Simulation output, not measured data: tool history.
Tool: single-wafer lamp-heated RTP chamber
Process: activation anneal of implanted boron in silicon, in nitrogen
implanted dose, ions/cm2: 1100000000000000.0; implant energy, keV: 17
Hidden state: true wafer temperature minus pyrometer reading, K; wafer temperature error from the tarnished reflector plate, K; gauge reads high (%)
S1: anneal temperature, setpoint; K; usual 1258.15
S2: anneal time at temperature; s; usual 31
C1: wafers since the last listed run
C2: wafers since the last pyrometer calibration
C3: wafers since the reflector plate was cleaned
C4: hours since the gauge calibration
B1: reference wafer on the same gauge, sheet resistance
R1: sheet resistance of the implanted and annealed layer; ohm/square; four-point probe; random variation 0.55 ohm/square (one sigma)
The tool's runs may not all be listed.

run   hour       S1  S2   C1    C2    C3     C4      B1      R1
  1    0.0  1258.15  31    0  1861  7078   38.9  121.03  116.57
  2   14.4  1258.15  31  160  2021  7239   53.3  121.11  116.84
      44.3  -- pyrometer window cleaned and pyrometer calibrated
  3   44.8  1258.15  31  249     5  7488   83.7  121.10  116.73
  4   48.9  1258.15  31   45    51  7533   87.8  121.05  116.36
  5   70.1  1279.15  31  235   287  7769  109.0  120.95  109.44
  6   82.5  1258.15  31  137   425  7907  121.4  120.94  116.71
  7  113.7  1258.15  31  346   771  8254  152.6  121.06  115.75
  8  146.9  1239.15  20  369  1141  8623  185.8  121.16  134.55
     157.9  -- reflector plate cleaned
  9  173.7  1238.15  43  209  1350   175  212.6  120.95  127.31
     183.2  -- gauge calibrated
 10  192.3  1258.15  25  206  1556   382    9.1  121.07  117.90
 11  210.8  1279.15  31  205  1762   588   27.6  120.84  110.27
 12  230.4  1266.15  13  217  1980   806   47.2  121.01  117.18
     245.2  -- pyrometer window cleaned and pyrometer calibrated
 13  253.4  1279.15  31  166    91   973   70.2  120.83  109.56
 14  273.4  1228.15  36  222   314  1195   90.2  120.87  139.64
 15  289.4  1277.15  31  177   491  1373  106.2  120.96  111.01
 16  324.9  1258.15  20  394   886  1768  141.7  120.95  118.95

Forecast each of these 3 alternatives for the next run:
  A  325.3  1258.15  31   4  891  1772  142.1   ?   ?
  B  325.3  1240.15  15   4  891  1772  142.1   ?   ?
  C  325.3  1287.15  18   4  891  1772  142.1   ?   ?

run      B1      R1
  A  120.94  116.94
  B  120.94  137.17
  C  120.94  109.88
Without the tool's hidden state the same runs would have given:
run      R1
  A  116.94
  B  137.17
  C  109.88

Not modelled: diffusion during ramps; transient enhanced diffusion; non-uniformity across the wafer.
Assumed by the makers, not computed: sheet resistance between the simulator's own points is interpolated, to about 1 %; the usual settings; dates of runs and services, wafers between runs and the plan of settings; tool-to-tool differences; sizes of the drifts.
